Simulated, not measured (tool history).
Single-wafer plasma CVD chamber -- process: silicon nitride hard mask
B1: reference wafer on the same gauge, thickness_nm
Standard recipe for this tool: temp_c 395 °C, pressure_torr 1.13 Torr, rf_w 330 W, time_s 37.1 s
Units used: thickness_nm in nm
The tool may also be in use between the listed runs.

run 1 hour=0.0 | temp_c=395 pressure_torr=1.13 rf_w=330 time_s=37.1 | B1=37.298 | thickness_nm=35.417
run 2 hour=6.0 | temp_c=395 pressure_torr=1.13 rf_w=330 time_s=37.1 | B1=37.293 | thickness_nm=35.369
run 3 hour=21.9 | temp_c=384 pressure_torr=1.13 rf_w=330 time_s=37.1 | B1=37.297 | thickness_nm=35.563
run 4 hour=44.9 | temp_c=384 pressure_torr=1.13 rf_w=330 time_s=37.1 | B1=37.298 | thickness_nm=35.492
-- hour=61.1 thermocouple changed; heater temperature recalibrated
-- hour=65.9 showerhead replaced
-- hour=69.6 capacitance manometer re-zeroed and calibrated
run 5 hour=70.1 | temp_c=384 pressure_torr=1.13 rf_w=330 time_s=37.1 | B1=37.300 | thickness_nm=35.568
run 6 hour=70.4 | temp_c=387 pressure_torr=1.13 rf_w=330 time_s=37.1 | B1=37.300 | thickness_nm=35.438
run 7 hour=80.7 | temp_c=387 pressure_torr=1.13 rf_w=330 time_s=37.1 | B1=37.299 | thickness_nm=35.457
run 8 hour=96.9 | temp_c=395 pressure_torr=1.30 rf_w=330 time_s=37.1 | B1=37.309 | thickness_nm=36.904
run 9 hour=106.7 | temp_c=385 pressure_torr=0.89 rf_w=295 time_s=42.1 | B1=37.305 | thickness_nm=34.027
run 10 hour=113.9 | temp_c=395 pressure_torr=1.13 rf_w=330 time_s=37.1 | B1=37.302 | thickness_nm=35.237
-- hour=115.3 gauge calibrated
run 11 hour=123.5 | temp_c=395 pressure_torr=1.13 rf_w=275 time_s=37.1 | B1=37.305 | thickness_nm=31.076
-- hour=137.5 RF generator calibrated
run 12 hour=138.0 | temp_c=395 pressure_torr=1.26 rf_w=330 time_s=32.0 | B1=37.310 | thickness_nm=33.138
run 13 hour=141.3 | temp_c=395 pressure_torr=1.13 rf_w=330 time_s=37.1 | B1=37.300 | thickness_nm=36.965
run 14 hour=169.6 | temp_c=395 pressure_torr=1.26 rf_w=330 time_s=32.0 | B1=37.292 | thickness_nm=33.191
run 15 hour=180.9 | temp_c=405 pressure_torr=1.36 rf_w=330 time_s=40.9 | B1=37.297 | thickness_nm=43.054
run 16 hour=189.9 | temp_c=395 pressure_torr=1.02 rf_w=355 time_s=37.1 | B1=37.297 | thickness_nm=37.271
run 17 hour=200.6 | temp_c=410 pressure_torr=1.13 rf_w=330 time_s=37.1 | B1=37.303 | thickness_nm=36.648

Here are 5 independent what-if runs from the current tool condition. What would each one return?
run A hour=201.0 | temp_c=395 pressure_torr=1.13 rf_w=330 time_s=37.1 | B1=? | thickness_nm=?
run B hour=201.0 | temp_c=405 pressure_torr=0.88 rf_w=385 time_s=32.5 | B1=? | thickness_nm=?
run C hour=201.0 | temp_c=404 pressure_torr=1.13 rf_w=330 time_s=37.1 | B1=? | thickness_nm=?
run D hour=201.0 | temp_c=404 pressure_torr=1.13 rf_w=330 time_s=43.4 | B1=? | thickness_nm=?
run E hour=201.0 | temp_c=386 pressure_torr=1.13 rf_w=330 time_s=37.1 | B1=? | thickness_nm=?

run=A B1=37.299 thickness_nm=36.928
run=B B1=37.299 thickness_nm=32.127
run=C B1=37.299 thickness_nm=36.766
run=D B1=37.299 thickness_nm=42.995
run=E B1=37.299 thickness_nm=37.087
With the hidden condition removed and each run's random variation left untouched, the same runs would have given:
run=A thickness_nm=37.191
run=B thickness_nm=32.345
run=C thickness_nm=37.028
run=D thickness_nm=43.301
run=E thickness_nm=37.351

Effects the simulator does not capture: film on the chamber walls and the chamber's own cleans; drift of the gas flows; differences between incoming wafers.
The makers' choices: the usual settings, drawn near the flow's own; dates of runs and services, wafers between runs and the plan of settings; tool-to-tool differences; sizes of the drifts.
